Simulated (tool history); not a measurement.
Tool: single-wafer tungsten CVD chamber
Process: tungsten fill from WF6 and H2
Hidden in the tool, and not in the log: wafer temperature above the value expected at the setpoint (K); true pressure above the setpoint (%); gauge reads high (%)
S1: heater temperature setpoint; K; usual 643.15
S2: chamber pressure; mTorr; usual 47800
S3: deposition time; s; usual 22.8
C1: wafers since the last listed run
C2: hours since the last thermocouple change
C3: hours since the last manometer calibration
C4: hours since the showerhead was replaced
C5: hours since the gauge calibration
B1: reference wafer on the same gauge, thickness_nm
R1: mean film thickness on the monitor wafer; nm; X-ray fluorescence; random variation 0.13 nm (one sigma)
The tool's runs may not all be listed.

| run | hour | S1 | S2 | S3 | C1 | C2 | C3 | C4 | C5 | B1 | R1 |
|---|---|---|---|---|---|---|---|---|---|---|---|
| 1 | 0.0 | 643.15 | 47800 | 22.8 | 0 | 934.3 | 1578.5 | 3509.0 | 133.7 | 47.750 | 51.708 |
| 2 | 27.1 | 643.15 | 47800 | 22.8 | 475 | 961.4 | 1605.6 | 3536.1 | 160.8 | 47.711 | 51.748 |
| 3 | 57.6 | 643.15 | 47800 | 22.8 | 535 | 991.9 | 1636.1 | 3566.6 | 191.3 | 47.684 | 51.902 |
| 4 | 74.3 | 643.15 | 47800 | 22.8 | 293 | 1008.6 | 1652.8 | 3583.3 | 208.0 | 47.638 | 51.771 |
| 5 | 107.1 | 643.15 | 47800 | 22.8 | 575 | 1041.4 | 1685.6 | 3616.1 | 240.8 | 47.667 | 51.780 |
| 6 | 119.6 | 643.15 | 47800 | 22.8 | 219 | 1053.9 | 1698.1 | 3628.6 | 253.3 | 47.762 | 51.937 |
| 7 | 142.6 | 643.15 | 47800 | 22.8 | 403 | 1076.9 | 1721.1 | 3651.6 | 276.3 | 47.693 | 51.809 |
| 8 | 171.8 | 643.15 | 47800 | 22.8 | 512 | 1106.1 | 1750.3 | 3680.8 | 305.5 | 47.708 | 51.935 |
| 9 | 187.8 | 637.15 | 47800 | 22.8 | 280 | 1122.1 | 1766.3 | 3696.8 | 321.5 | 47.738 | 45.915 |
| 10 | 206.4 | 637.15 | 47800 | 22.8 | 326 | 1140.7 | 1784.9 | 3715.4 | 340.1 | 47.731 | 46.002 |
| 11 | 238.8 | 637.15 | 47800 | 22.8 | 568 | 1173.1 | 1817.3 | 3747.8 | 372.5 | 47.691 | 46.240 |
| 12 | 270.6 | 643.15 | 47800 | 22.8 | 558 | 1204.9 | 1849.1 | 3779.6 | 404.3 | 47.661 | 51.870 |
| 13 | 282.8 | 643.15 | 47800 | 22.8 | 214 | 1217.1 | 1861.3 | 3791.8 | 416.5 | 47.670 | 51.815 |
|  | 293.4 | capacitance manometer re-zeroed and calibrated |
| 14 | 304.4 | 633.15 | 43900 | 27.0 | 238 | 1238.7 | 11.0 | 3813.4 | 438.1 | 47.698 | 49.171 |
| 15 | 321.1 | 638.15 | 47800 | 22.8 | 293 | 1255.4 | 27.7 | 3830.1 | 454.8 | 47.724 | 46.870 |
|  | 329.5 | thermocouple changed; heater temperature recalibrated |
|  | 330.5 | showerhead replaced |
| 16 | 341.2 | 633.15 | 47800 | 19.6 | 194 | 11.7 | 47.8 | 10.7 | 474.9 | 47.734 | 36.383 |
| 17 | 375.1 | 637.15 | 47800 | 22.8 | 594 | 45.6 | 81.7 | 44.6 | 508.8 | 47.713 | 46.036 |
| 18 | 410.2 | 643.15 | 47800 | 22.8 | 615 | 80.7 | 116.8 | 79.7 | 543.9 | 47.719 | 51.923 |
| 19 | 430.9 | 643.15 | 56100 | 20.4 | 363 | 101.4 | 137.5 | 100.4 | 564.6 | 47.681 | 48.857 |
|  | 431.7 | gauge calibrated |
| 20 | 496.0 | 633.15 | 55600 | 22.8 | 1142 | 166.5 | 202.6 | 165.5 | 64.3 | 47.681 | 44.584 |
| 21 | 526.8 | 657.15 | 41400 | 22.8 | 540 | 197.3 | 233.4 | 196.3 | 95.1 | 47.697 | 64.671 |
| 22 | 561.7 | 652.15 | 47800 | 18.6 | 612 | 232.2 | 268.3 | 231.2 | 130.0 | 47.729 | 50.108 |
| 23 | 579.7 | 643.15 | 47800 | 22.8 | 315 | 250.2 | 286.3 | 249.2 | 148.0 | 47.773 | 51.848 |
| 24 | 594.2 | 643.15 | 47800 | 22.8 | 254 | 264.7 | 300.8 | 263.7 | 162.5 | 47.748 | 51.936 |
| 25 | 612.5 | 648.15 | 38900 | 24.1 | 321 | 283.0 | 319.1 | 282.0 | 180.8 | 47.675 | 56.654 |
| 26 | 635.4 | 643.15 | 47800 | 22.8 | 401 | 305.9 | 342.0 | 304.9 | 203.7 | 47.727 | 51.833 |
| 27 | 657.2 | 648.15 | 43400 | 22.8 | 382 | 327.7 | 363.8 | 326.7 | 225.5 | 47.722 | 55.414 |

Forecast each of these 4 alternatives for the next run:
| A | 657.6 | 643.15 | 47800 | 22.8 | 7 | 328.1 | 364.2 | 327.1 | 225.9 | ? | ? |
| B | 657.6 | 653.15 | 37700 | 21.2 | 7 | 328.1 | 364.2 | 327.1 | 225.9 | ? | ? |
| C | 657.6 | 654.15 | 47800 | 22.8 | 7 | 328.1 | 364.2 | 327.1 | 225.9 | ? | ? |
| D | 657.6 | 647.15 | 47800 | 22.8 | 7 | 328.1 | 364.2 | 327.1 | 225.9 | ? | ? |

| run | B1 | R1 |
|---|---|---|
| A | 47.680 | 51.833 |
| B | 47.680 | 54.330 |
| C | 47.680 | 63.850 |
| D | 47.680 | 55.958 |
Without the tool's hidden state the same runs would have given:
| run | R1 |
|---|---|
| A | 51.833 |
| B | 54.330 |
| C | 63.850 |
| D | 55.958 |
